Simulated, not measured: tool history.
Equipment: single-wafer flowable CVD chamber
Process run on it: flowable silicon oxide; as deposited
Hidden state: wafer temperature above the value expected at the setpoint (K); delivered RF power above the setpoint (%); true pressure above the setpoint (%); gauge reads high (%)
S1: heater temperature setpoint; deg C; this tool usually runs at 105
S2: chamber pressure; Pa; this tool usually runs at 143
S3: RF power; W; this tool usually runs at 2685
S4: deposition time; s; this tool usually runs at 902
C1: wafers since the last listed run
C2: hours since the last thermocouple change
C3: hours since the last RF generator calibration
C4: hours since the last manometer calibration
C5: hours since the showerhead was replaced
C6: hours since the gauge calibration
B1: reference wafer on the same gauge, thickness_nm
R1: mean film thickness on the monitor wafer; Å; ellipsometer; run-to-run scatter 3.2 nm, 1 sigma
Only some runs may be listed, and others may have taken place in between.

run 1 hour=0.0 | S1=105 S2=143 S3=2270 S4=972 | C1=0 C2=119.9 C3=2276.7 C4=119.9 C5=3393.5 C6=759.9 | B1=723.650 | R1=6937.86
run 2 hour=23.2 | S1=105 S2=143 S3=2270 S4=972 | C1=48 C2=143.1 C3=2299.9 C4=143.1 C5=3416.7 C6=783.1 | B1=724.242 | R1=6994.03
run 3 hour=40.4 | S1=105 S2=143 S3=2270 S4=972 | C1=35 C2=160.3 C3=2317.1 C4=160.3 C5=3433.9 C6=800.3 | B1=723.148 | R1=6967.10
run 4 hour=70.5 | S1=105 S2=143 S3=2685 S4=902 | C1=62 C2=190.4 C3=2347.2 C4=190.4 C5=3464.0 C6=830.4 | B1=722.422 | R1=6532.56
run 5 hour=94.3 | S1=105 S2=143 S3=2685 S4=902 | C1=49 C2=214.2 C3=2371.0 C4=214.2 C5=3487.8 C6=854.2 | B1=722.526 | R1=6565.73
run 6 hour=107.2 | S1=97 S2=143 S3=2230 S4=902 | C1=26 C2=227.1 C3=2383.9 C4=227.1 C5=3500.7 C6=867.1 | B1=722.150 | R1=8737.24
run 7 hour=130.9 | S1=105 S2=131 S3=3100 S4=781 | C1=49 C2=250.8 C3=2407.6 C4=250.8 C5=3524.4 C6=890.8 | B1=724.952 | R1=5196.26
run 8 hour=145.8 | S1=105 S2=143 S3=2685 S4=902 | C1=30 C2=265.7 C3=2422.5 C4=265.7 C5=3539.3 C6=905.7 | B1=723.826 | R1=6496.76
-- hour=159.7 RF generator calibrated
run 9 hour=160.2 | S1=113 S2=117 S3=2455 S4=1052 | C1=13 C2=280.1 C3=0.5 C4=280.1 C5=3553.7 C6=920.1 | B1=724.322 | R1=4592.07
run 10 hour=180.3 | S1=94 S2=157 S3=2430 S4=902 | C1=41 C2=300.2 C3=20.6 C4=300.2 C5=3573.8 C6=940.2 | B1=723.471 | R1=10768.59
-- hour=199.9 showerhead replaced
run 11 hour=212.4 | S1=105 S2=143 S3=2685 S4=902 | C1=49 C2=332.3 C3=52.7 C4=332.3 C5=12.5 C6=972.3 | B1=722.735 | R1=6517.23
run 12 hour=302.5 | S1=105 S2=160 S3=2685 S4=902 | C1=186 C2=422.4 C3=142.8 C4=422.4 C5=102.6 C6=1062.4 | B1=721.040 | R1=7288.89
run 13 hour=331.1 | S1=105 S2=143 S3=2685 S4=902 | C1=59 C2=451.0 C3=171.4 C4=451.0 C5=131.2 C6=1091.0 | B1=722.689 | R1=6411.90
run 14 hour=347.2 | S1=105 S2=143 S3=2685 S4=902 | C1=33 C2=467.1 C3=187.5 C4=467.1 C5=147.3 C6=1107.1 | B1=722.397 | R1=6444.52
run 15 hour=382.7 | S1=92 S2=143 S3=2320 S4=902 | C1=73 C2=502.6 C3=223.0 C4=502.6 C5=182.8 C6=1142.6 | B1=722.032 | R1=10403.49
run 16 hour=406.5 | S1=91 S2=129 S3=2685 S4=740 | C1=49 C2=526.4 C3=246.8 C4=526.4 C5=206.6 C6=1166.4 | B1=722.905 | R1=8193.64
run 17 hour=439.5 | S1=105 S2=143 S3=2445 S4=790 | C1=68 C2=559.4 C3=279.8 C4=559.4 C5=239.6 C6=1199.4 | B1=722.992 | R1=5595.60
-- hour=466.5 gauge calibrated
run 18 hour=469.6 | S1=105 S2=143 S3=2685 S4=902 | C1=62 C2=589.5 C3=309.9 C4=589.5 C5=269.7 C6=3.1 | B1=722.155 | R1=6452.31
run 19 hour=492.8 | S1=105 S2=172 S3=2280 S4=902 | C1=48 C2=612.7 C3=333.1 C4=612.7 C5=292.9 C6=26.3 | B1=720.508 | R1=7641.03
run 20 hour=525.3 | S1=105 S2=160 S3=2685 S4=902 | C1=67 C2=645.2 C3=365.6 C4=645.2 C5=325.4 C6=58.8 | B1=723.511 | R1=7257.31
run 21 hour=555.5 | S1=105 S2=143 S3=2685 S4=902 | C1=62 C2=675.4 C3=395.8 C4=675.4 C5=355.6 C6=89.0 | B1=721.207 | R1=6456.87
run 22 hour=589.2 | S1=105 S2=171 S3=3185 S4=902 | C1=69 C2=709.1 C3=429.5 C4=709.1 C5=389.3 C6=122.7 | B1=723.597 | R1=7763.74
run 23 hour=614.9 | S1=105 S2=116 S3=2410 S4=902 | C1=53 C2=734.8 C3=455.2 C4=734.8 C5=415.0 C6=148.4 | B1=722.529 | R1=5159.26

Forecast run 24:
run 24 hour=637.2 | S1=100 S2=167 S3=2320 S4=795 | C1=46 C2=757.1 C3=477.5 C4=757.1 C5=437.3 C6=170.7 | B1=? | R1=?

{"run 24": {"B1": 723.548, "R1": 7924.97}}
The same run, on a tool lacking any hidden state, would have yielded R1 8309.15 Å.
